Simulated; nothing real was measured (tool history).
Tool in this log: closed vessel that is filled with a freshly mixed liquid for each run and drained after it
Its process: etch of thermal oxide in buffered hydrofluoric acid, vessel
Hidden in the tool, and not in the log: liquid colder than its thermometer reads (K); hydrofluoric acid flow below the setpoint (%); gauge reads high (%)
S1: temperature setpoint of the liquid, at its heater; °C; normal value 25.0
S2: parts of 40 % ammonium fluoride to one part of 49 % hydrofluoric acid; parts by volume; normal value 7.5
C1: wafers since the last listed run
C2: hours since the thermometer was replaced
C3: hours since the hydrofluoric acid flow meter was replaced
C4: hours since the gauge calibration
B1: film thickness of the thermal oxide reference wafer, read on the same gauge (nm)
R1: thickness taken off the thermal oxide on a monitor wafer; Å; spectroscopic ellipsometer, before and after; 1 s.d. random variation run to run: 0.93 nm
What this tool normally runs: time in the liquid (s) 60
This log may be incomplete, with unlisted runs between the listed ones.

{"run": 1, "hour": 0.0, "S1": 25.0, "S2": 8.5, "time in the liquid (s)": 60, "C1": 0, "C2": 1562.8, "C3": 1346.1, "C4": 1241.6, "B1": 103.62, "R1": 945.3}
{"run": 2, "hour": 21.1, "S1": 25.0, "S2": 7.5, "time in the liquid (s)": 60, "C1": 2229, "C2": 1583.9, "C3": 1367.2, "C4": 1262.7, "B1": 103.73, "R1": 1101.8}
{"run": 3, "hour": 40.1, "S1": 25.0, "S2": 7.5, "time in the liquid (s)": 60, "C1": 2007, "C2": 1602.9, "C3": 1386.2, "C4": 1281.7, "B1": 103.8, "R1": 1089.2}
{"run": 4, "hour": 62.5, "S1": 25.0, "S2": 7.5, "time in the liquid (s)": 60, "C1": 2366, "C2": 1625.3, "C3": 1408.6, "C4": 1304.1, "B1": 103.84, "R1": 1087.7}
{"run": 5, "hour": 94.9, "S1": 27.0, "S2": 7.5, "time in the liquid (s)": 40, "C1": 3422, "C2": 1657.7, "C3": 1441.0, "C4": 1336.5, "B1": 103.96, "R1": 802.0}
{"run": 6, "hour": 108.8, "S1": 27.0, "S2": 7.5, "time in the liquid (s)": 40, "C1": 1468, "C2": 1671.6, "C3": 1454.9, "C4": 1350.4, "B1": 104.03, "R1": 799.9}
{"run": 7, "hour": 129.5, "S1": 27.0, "S2": 7.5, "time in the liquid (s)": 40, "C1": 2186, "C2": 1692.3, "C3": 1475.6, "C4": 1371.1, "B1": 104.07, "R1": 808.0}
{"run": 8, "hour": 149.6, "S1": 25.0, "S2": 7.5, "time in the liquid (s)": 45, "C1": 2123, "C2": 1712.4, "C3": 1495.7, "C4": 1391.2, "B1": 104.14, "R1": 818.1}
{"run": 9, "hour": 179.1, "S1": 25.0, "S2": 7.5, "time in the liquid (s)": 45, "C1": 3116, "C2": 1741.9, "C3": 1525.2, "C4": 1420.7, "B1": 104.24, "R1": 828.9}
{"hour": 206.7, "done": "hydrofluoric acid flow meter replaced"}
{"hour": 237.0, "done": "gauge calibrated"}
{"run": 10, "hour": 245.7, "S1": 25.0, "S2": 7.5, "time in the liquid (s)": 45, "C1": 6930, "C2": 1808.5, "C3": 39.0, "C4": 8.7, "B1": 99.62, "R1": 781.6}
{"run": 11, "hour": 260.0, "S1": 28.0, "S2": 6.5, "time in the liquid (s)": 30, "C1": 1510, "C2": 1822.8, "C3": 53.3, "C4": 23.0, "B1": 99.65, "R1": 702.0}
{"run": 12, "hour": 291.5, "S1": 27.5, "S2": 6.5, "time in the liquid (s)": 40, "C1": 3327, "C2": 1854.3, "C3": 84.8, "C4": 54.5, "B1": 99.77, "R1": 898.3}
{"run": 13, "hour": 309.5, "S1": 25.0, "S2": 7.5, "time in the liquid (s)": 60, "C1": 1901, "C2": 1872.3, "C3": 102.8, "C4": 72.5, "B1": 99.81, "R1": 1053.9}
{"run": 14, "hour": 343.3, "S1": 21.5, "S2": 7.5, "time in the liquid (s)": 60, "C1": 3570, "C2": 1906.1, "C3": 136.6, "C4": 106.3, "B1": 99.93, "R1": 871.4}
{"run": 15, "hour": 374.8, "S1": 25.0, "S2": 9.0, "time in the liquid (s)": 85, "C1": 3327, "C2": 1937.6, "C3": 168.1, "C4": 137.8, "B1": 100.04, "R1": 1209.7}
{"run": 16, "hour": 396.6, "S1": 26.5, "S2": 7.5, "time in the liquid (s)": 60, "C1": 2303, "C2": 1959.4, "C3": 189.9, "C4": 159.6, "B1": 100.09, "R1": 1159.8}
{"run": 17, "hour": 424.0, "S1": 28.5, "S2": 10.0, "time in the liquid (s)": 45, "C1": 2894, "C2": 1986.8, "C3": 217.3, "C4": 187.0, "B1": 100.18, "R1": 735.6}
{"run": 18, "hour": 447.4, "S1": 25.0, "S2": 7.5, "time in the liquid (s)": 50, "C1": 2472, "C2": 2010.2, "C3": 240.7, "C4": 210.4, "B1": 100.27, "R1": 863.0}
{"run": 19, "hour": 469.8, "S1": 28.0, "S2": 7.5, "time in the liquid (s)": 80, "C1": 2366, "C2": 2032.6, "C3": 263.1, "C4": 232.8, "B1": 100.32, "R1": 1635.0}
{"run": 20, "hour": 499.7, "S1": 25.0, "S2": 7.5, "time in the liquid (s)": 30, "C1": 3158, "C2": 2062.5, "C3": 293.0, "C4": 262.7, "B1": 100.45, "R1": 528.5}
{"run": 21, "hour": 534.2, "S1": 25.0, "S2": 7.5, "time in the liquid (s)": 85, "C1": 3644, "C2": 2097.0, "C3": 327.5, "C4": 297.2, "B1": 100.54, "R1": 1488.0}
{"run": 22, "hour": 568.6, "S1": 25.0, "S2": 7.5, "time in the liquid (s)": 60, "C1": 3634, "C2": 2131.4, "C3": 361.9, "C4": 331.6, "B1": 100.62, "R1": 1054.8}
{"hour": 576.8, "done": "thermometer replaced"}
{"run": 23, "hour": 595.3, "S1": 25.0, "S2": 7.5, "time in the liquid (s)": 60, "C1": 2715, "C2": 18.5, "C3": 388.6, "C4": 358.3, "B1": 100.74, "R1": 1044.4}
{"run": 24, "hour": 623.8, "S1": 25.0, "S2": 7.5, "time in the liquid (s)": 75, "C1": 3010, "C2": 47.0, "C3": 417.1, "C4": 386.8, "B1": 100.84, "R1": 1294.0}
{"run": 25, "hour": 647.4, "S1": 27.0, "S2": 7.5, "time in the liquid (s)": 60, "C1": 2493, "C2": 70.6, "C3": 440.7, "C4": 410.4, "B1": 100.87, "R1": 1162.9}
{"run": 26, "hour": 666.8, "S1": 26.5, "S2": 9.0, "time in the liquid (s)": 90, "C1": 2049, "C2": 90.0, "C3": 460.1, "C4": 429.8, "B1": 100.94, "R1": 1411.3}
{"run": 27, "hour": 701.7, "S1": 29.5, "S2": 6.0, "time in the liquid (s)": 60, "C1": 3686, "C2": 124.9, "C3": 495.0, "C4": 464.7, "B1": 101.09, "R1": 1676.6}
{"run": 28, "hour": 723.3, "S1": 25.0, "S2": 7.5, "time in the liquid (s)": 85, "C1": 2281, "C2": 146.5, "C3": 516.6, "C4": 486.3, "B1": 101.16, "R1": 1503.4}
{"run": 29, "hour": 755.8, "S1": 25.0, "S2": 7.5, "time in the liquid (s)": 90, "C1": 3433, "C2": 179.0, "C3": 549.1, "C4": 518.8, "B1": 101.28, "R1": 1578.2}
{"run": 30, "hour": 778.1, "S1": 21.0, "S2": 7.5, "time in the liquid (s)": 40, "C1": 2355, "C2": 201.3, "C3": 571.4, "C4": 541.1, "B1": 101.32, "R1": 573.5}
{"run": 31, "hour": 812.8, "S1": 22.0, "S2": 7.5, "time in the liquid (s)": 80, "C1": 3665, "C2": 236.0, "C3": 606.1, "C4": 575.8, "B1": 101.41, "R1": 1206.0}
{"run": 32, "hour": 829.2, "S1": 25.0, "S2": 7.5, "time in the liquid (s)": 60, "C1": 1732, "C2": 252.4, "C3": 622.5, "C4": 592.2, "B1": 101.47, "R1": 1064.2}
{"run": 33, "hour": 848.8, "S1": 25.0, "S2": 7.5, "time in the liquid (s)": 60, "C1": 2070, "C2": 272.0, "C3": 642.1, "C4": 611.8, "B1": 101.55, "R1": 1079.3}
{"run": 34, "hour": 876.8, "S1": 28.5, "S2": 5.5, "time in the liquid (s)": 80, "C1": 2958, "C2": 300.0, "C3": 670.1, "C4": 639.8, "B1": 101.63, "R1": 2240.6}

Each row is a separate what-if for the run after 34, all from the same tool condition, not one after another. Results?
{"run": "A", "hour": 877.5, "S1": 25.0, "S2": 7.5, "time in the liquid (s)": 60, "C1": 73, "C2": 300.7, "C3": 670.8, "C4": 640.5, "B1": "?", "R1": "?"}
{"run": "B", "hour": 877.5, "S1": 22.5, "S2": 7.5, "time in the liquid (s)": 60, "C1": 73, "C2": 300.7, "C3": 670.8, "C4": 640.5, "B1": "?", "R1": "?"}
{"run": "C", "hour": 877.5, "S1": 23.0, "S2": 7.5, "time in the liquid (s)": 75, "C1": 73, "C2": 300.7, "C3": 670.8, "C4": 640.5, "B1": "?", "R1": "?"}

run=A B1=101.63 R1=1064.3
run=B B1=101.63 R1=928.6
run=C B1=101.63 R1=1193.1
Had the tool no hidden state, the same runs would have come out as:
run=A R1=1047.2
run=B R1=913.7
run=C R1=1174.0

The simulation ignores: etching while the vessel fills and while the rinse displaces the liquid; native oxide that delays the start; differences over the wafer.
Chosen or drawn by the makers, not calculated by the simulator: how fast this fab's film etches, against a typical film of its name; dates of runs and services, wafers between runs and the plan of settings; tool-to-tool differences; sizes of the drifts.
